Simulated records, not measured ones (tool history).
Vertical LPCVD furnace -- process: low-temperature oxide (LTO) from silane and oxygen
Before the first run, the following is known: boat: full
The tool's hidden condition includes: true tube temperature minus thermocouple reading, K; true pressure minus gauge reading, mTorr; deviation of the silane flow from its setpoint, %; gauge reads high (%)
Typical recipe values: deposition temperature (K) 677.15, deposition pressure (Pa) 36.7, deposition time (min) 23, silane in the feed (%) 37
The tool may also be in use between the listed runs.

| run | hour | deposition temperature (K) | deposition pressure (Pa) | deposition time (min) | silane in the feed (%) | wafers since the last listed run | hours since the last temperature calibration | hours since the pressure gauge was zeroed | hours since the silane flow controller was replaced | hours since the gauge calibration | read-back reference wafer on the same gauge, thickness | film thickness on the monitor wafer in the middle of the boat (nm) |
|---|---|---|---|---|---|---|---|---|---|---|---|---|
| 1 | 0 | 677.15 | 36.7 | 23 | 37 | 0 | 2338.1 | 1959.4 | 3016.3 | 217.4 | 219.08 | 252.36 |
| 2 | 72.2 | 677.15 | 36.7 | 23 | 37 | 1493 | 2410.3 | 2031.6 | 3088.5 | 289.6 | 219.45 | 250.94 |
| 3 | 177 | 677.15 | 36.7 | 23 | 37 | 2168 | 2515.1 | 2136.4 | 3193.3 | 394.4 | 219.51 | 251.11 |
| 4 | 217.3 | 677.15 | 36.7 | 23 | 37 | 833 | 2555.4 | 2176.7 | 3233.6 | 434.7 | 219.77 | 251.93 |
| 5 | 287.7 | 677.15 | 36.7 | 23 | 37 | 1456 | 2625.8 | 2247.1 | 3304 | 505.1 | 219.83 | 251.57 |
| 6 | 366.5 | 677.15 | 36.7 | 23 | 37 | 1630 | 2704.6 | 2325.9 | 3382.8 | 583.9 | 220.14 | 252.72 |
| 7 | 406.8 | 683.15 | 36.7 | 27.5 | 37 | 833 | 2744.9 | 2366.2 | 3423.1 | 624.2 | 219.96 | 322.61 |
| 8 | 449 | 683.15 | 36.7 | 27.5 | 37 | 873 | 2787.1 | 2408.4 | 3465.3 | 666.4 | 220 | 322.33 |
| 9 | 545.2 | 677.15 | 36.7 | 23 | 37 | 1990 | 2883.3 | 2504.6 | 3561.5 | 762.6 | 220.05 | 252.16 |
| 10 | 647.3 | 677.15 | 36.7 | 23 | 37 | 2112 | 2985.4 | 2606.7 | 3663.6 | 864.7 | 220.71 | 252.92 |
| 11 | 698.7 | 677.15 | 36.7 | 23 | 37 | 1063 | 3036.8 | 2658.1 | 3715 | 916.1 | 220.9 | 252.65 |
|  | 745.3 | pressure gauge zeroed |
| 12 | 777.7 | 677.15 | 36.7 | 23 | 37 | 1137 | 3115.8 | 32.4 | 3794 | 995.1 | 221.06 | 252.93 |
| 13 | 844.5 | 677.15 | 36.7 | 23 | 37 | 1382 | 3182.6 | 99.2 | 3860.8 | 1061.9 | 220.86 | 253.34 |
|  | 878.2 | silane flow controller replaced |
|  | 885.1 | thermocouples replaced and temperature profile calibrated |
| 14 | 943.5 | 677.15 | 39.3 | 32 | 37 | 1409 | 58.4 | 198.2 | 65.3 | 1160.9 | 221.36 | 378.67 |
| 15 | 1017.6 | 682.15 | 29.3 | 18 | 37 | 1533 | 132.5 | 272.3 | 139.4 | 1235 | 221.25 | 167.11 |
| 16 | 1101.1 | 677.15 | 29.3 | 28.5 | 31 | 1727 | 216 | 355.8 | 222.9 | 1318.5 | 221.5 | 198.22 |
|  | 1142.5 | gauge calibrated |
| 17 | 1169.5 | 677.15 | 36.7 | 23 | 37 | 1415 | 284.4 | 424.2 | 291.3 | 27 | 218.94 | 250.9 |
| 18 | 1215.4 | 677.15 | 39.3 | 23 | 37 | 949 | 330.3 | 470.1 | 337.2 | 72.9 | 218.94 | 269.59 |
| 19 | 1283.6 | 677.15 | 36.7 | 27.5 | 30 | 1410 | 398.5 | 538.3 | 405.4 | 141.1 | 219.23 | 224.92 |
| 20 | 1333.6 | 677.15 | 36.7 | 23 | 37 | 1034 | 448.5 | 588.3 | 455.4 | 191.1 | 219.31 | 250.05 |
| 21 | 1417.2 | 677.15 | 36.7 | 23 | 37 | 1729 | 532.1 | 671.9 | 539 | 274.7 | 219.45 | 252.45 |
| 22 | 1455.6 | 682.15 | 29.3 | 18 | 37 | 794 | 570.5 | 710.3 | 577.4 | 313.1 | 219.6 | 166.83 |
| 23 | 1549.6 | 677.15 | 31.3 | 23 | 30 | 1944 | 664.5 | 804.3 | 671.4 | 407.1 | 219.6 | 161.83 |
| 24 | 1644.6 | 677.15 | 36.7 | 27.5 | 30 | 1965 | 759.5 | 899.3 | 766.4 | 502.1 | 219.93 | 227.19 |
| 25 | 1739.6 | 677.15 | 34 | 26 | 41 | 1965 | 854.5 | 994.3 | 861.4 | 597.1 | 220.51 | 299.17 |
| 26 | 1802.5 | 677.15 | 29.3 | 20.5 | 35 | 1301 | 917.4 | 1057.2 | 924.3 | 660 | 220.05 | 168.19 |

5 options for the next run, each taken on its own from the tool as it stands now. Forecast them:
| A | 1806 | 677.15 | 36.7 | 23 | 44 | 72 | 920.9 | 1060.7 | 927.8 | 663.5 | ? | ? |
| B | 1806 | 677.15 | 36.7 | 17 | 34 | 72 | 920.9 | 1060.7 | 927.8 | 663.5 | ? | ? |
| C | 1806 | 677.15 | 31.3 | 23 | 37 | 72 | 920.9 | 1060.7 | 927.8 | 663.5 | ? | ? |
| D | 1806 | 677.15 | 42 | 28 | 32 | 72 | 920.9 | 1060.7 | 927.8 | 663.5 | ? | ? |
| E | 1806 | 667.15 | 42.7 | 30 | 35 | 72 | 920.9 | 1060.7 | 927.8 | 663.5 | ? | ? |

| run | read-back reference wafer on the same gauge, thickness | film thickness on the monitor wafer in the middle of the boat (nm) |
|---|---|---|
| A | 220.22 | 309.18 |
| B | 220.22 | 167.25 |
| C | 220.22 | 216.01 |
| D | 220.22 | 290.27 |
| E | 220.22 | 318.21 |
Stripped of hidden state, with their random variation kept, the same runs would have yielded:
| run | film thickness on the monitor wafer in the middle of the boat (nm) |
|---|---|
| A | 307.34 |
| B | 166.25 |
| C | 214.73 |
| D | 288.54 |
| E | 316.31 |
